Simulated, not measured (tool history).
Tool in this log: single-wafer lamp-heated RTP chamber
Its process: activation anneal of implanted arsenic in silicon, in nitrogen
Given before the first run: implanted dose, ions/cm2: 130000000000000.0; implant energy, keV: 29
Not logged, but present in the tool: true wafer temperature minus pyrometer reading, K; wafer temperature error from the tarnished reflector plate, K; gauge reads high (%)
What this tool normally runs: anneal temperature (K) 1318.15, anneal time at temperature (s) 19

run,hour,anneal temperature (K),anneal time at temperature (s),wafers since the last listed run,wafers since the last pyrometer calibration,wafers since the reflector plate was cleaned,hours since the gauge calibration,"read-back reference wafer on the same gauge, sheet resistance",sheet resistance of the implanted and annealed layer (ohm/square)
1,0.0,1318.15,19,0,3728,7484,103.4,564.41,509.08
2,9.1,1318.15,19,173,3901,7658,112.5,563.99,509.21
3,18.2,1318.15,22,173,4075,7831,121.6,563.87,506.78
4,30.6,1318.15,22,235,4311,8067,134.0,563.88,507.17
5,43.3,1318.15,22,241,4552,8308,146.7,563.43,506.31
6,55.6,1318.15,26,234,4786,8543,159.0,562.62,506.23
7,65.9,1318.15,26,196,4982,8739,169.3,562.78,504.79
8,82.5,1318.15,26,315,5298,9054,185.9,562.05,505.21
# hour 97.9: pyrometer window cleaned and pyrometer calibrated
9,98.4,1318.15,19,150,10,9205,201.8,561.43,507.78
10,113.4,1318.15,19,285,295,9490,216.8,560.86,505.71
# hour 132.8: reflector plate cleaned
11,133.3,1318.15,19,226,522,10,236.7,560.15,505.01
12,145.6,1344.15,9,234,756,244,249.0,559.10,504.33
# hour 149.2: gauge calibrated
13,161.9,1288.15,12,310,1066,554,12.7,566.08,514.60
14,178.0,1318.15,19,306,1372,860,28.8,566.06,510.91
15,188.3,1318.15,27,196,1568,1056,39.1,565.75,508.73
16,196.9,1296.15,19,163,1732,1220,47.7,565.78,512.76
17,203.3,1318.15,25,121,1854,1342,54.1,565.81,509.18
18,214.3,1347.15,24,209,2063,1551,65.1,565.60,503.67
19,227.6,1331.15,25,253,2316,1804,78.4,565.38,506.55
20,241.1,1318.15,12,256,2573,2061,91.9,565.45,514.67

Forecast each of these 3 alternatives for the next run:
A,241.5,1318.15,28,7,2581,2069,92.3,?,?
B,241.5,1318.15,15,7,2581,2069,92.3,?,?
C,241.5,1327.15,28,7,2581,2069,92.3,?,?

run,"read-back reference wafer on the same gauge, sheet resistance",sheet resistance of the implanted and annealed layer (ohm/square)
A,565.40,508.07
B,565.40,511.98
C,565.40,506.53
The same runs, with their run-to-run variation unchanged, on a tool lacking any hidden condition would have given:
run,sheet resistance of the implanted and annealed layer (ohm/square)
A,507.79
B,511.69
C,506.25

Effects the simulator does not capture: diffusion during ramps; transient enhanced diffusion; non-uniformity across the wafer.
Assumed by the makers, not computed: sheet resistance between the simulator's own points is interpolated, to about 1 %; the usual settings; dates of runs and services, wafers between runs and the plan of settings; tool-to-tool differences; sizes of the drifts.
